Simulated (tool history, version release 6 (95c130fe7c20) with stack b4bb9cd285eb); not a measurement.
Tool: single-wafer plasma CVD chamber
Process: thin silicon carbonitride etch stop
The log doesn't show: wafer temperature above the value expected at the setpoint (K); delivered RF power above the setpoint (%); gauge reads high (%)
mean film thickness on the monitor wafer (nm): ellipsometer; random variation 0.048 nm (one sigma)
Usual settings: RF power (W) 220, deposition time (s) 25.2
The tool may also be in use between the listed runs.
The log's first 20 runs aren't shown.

| run | hour | RF power (W) | deposition time (s) | wafers since the last listed run | hours since the last thermocouple change | hours since the last RF generator calibration | hours since the showerhead was replaced | hours since the gauge calibration | read-back reference wafer on the same gauge, thickness_nm | mean film thickness on the monitor wafer (nm) |
|---|---|---|---|---|---|---|---|---|---|---|
| 21 | 480.1 | 220 | 27.6 | 430 | 1872.4 | 1835.4 | 110.6 | 137.0 | 15.536 | 18.176 |
|  | 494.3 | RF generator calibrated |
| 22 | 505.3 | 195 | 29.4 | 420 | 1897.6 | 11.0 | 135.8 | 162.2 | 15.540 | 18.580 |
|  | 538.9 | thermocouple changed; heater temperature recalibrated |
| 23 | 539.4 | 220 | 29.7 | 638 | 0.5 | 45.1 | 169.9 | 196.3 | 15.507 | 19.567 |
| 24 | 565.3 | 195 | 28.1 | 633 | 26.4 | 71.0 | 195.8 | 222.2 | 15.514 | 17.602 |
| 25 | 592.3 | 220 | 25.2 | 660 | 53.4 | 98.0 | 222.8 | 249.2 | 15.484 | 16.501 |
| 26 | 626.2 | 220 | 27.9 | 828 | 87.3 | 131.9 | 256.7 | 283.1 | 15.463 | 18.304 |
| 27 | 650.7 | 200 | 27.8 | 598 | 111.8 | 156.4 | 281.2 | 307.6 | 15.454 | 17.536 |
| 28 | 669.8 | 220 | 25.2 | 466 | 130.9 | 175.5 | 300.3 | 326.7 | 15.417 | 16.481 |
| 29 | 691.0 | 195 | 28.4 | 518 | 152.1 | 196.7 | 321.5 | 347.9 | 15.421 | 17.693 |
| 30 | 708.6 | 240 | 22.7 | 430 | 169.7 | 214.3 | 339.1 | 365.5 | 15.415 | 15.345 |
| 31 | 741.4 | 220 | 25.2 | 801 | 202.5 | 247.1 | 371.9 | 398.3 | 15.418 | 16.517 |

4 ways to go on from here, each from the tool as it stands after run 31. What would each give?
| A | 741.8 | 220 | 25.2 | 9 | 202.9 | 247.5 | 372.3 | 398.7 | ? | ? |
| B | 741.8 | 245 | 22.5 | 9 | 202.9 | 247.5 | 372.3 | 398.7 | ? | ? |
| C | 741.8 | 220 | 22.7 | 9 | 202.9 | 247.5 | 372.3 | 398.7 | ? | ? |
| D | 741.8 | 220 | 28.7 | 9 | 202.9 | 247.5 | 372.3 | 398.7 | ? | ? |

| run | read-back reference wafer on the same gauge, thickness_nm | mean film thickness on the monitor wafer (nm) |
|---|---|---|
| A | 15.396 | 16.465 |
| B | 15.396 | 15.291 |
| C | 15.396 | 14.831 |
| D | 15.396 | 18.751 |
Without the tool's hidden state the same runs would have given:
| run | mean film thickness on the monitor wafer (nm) |
|---|---|
| A | 16.693 |
| B | 15.504 |
| C | 15.037 |
| D | 19.012 |
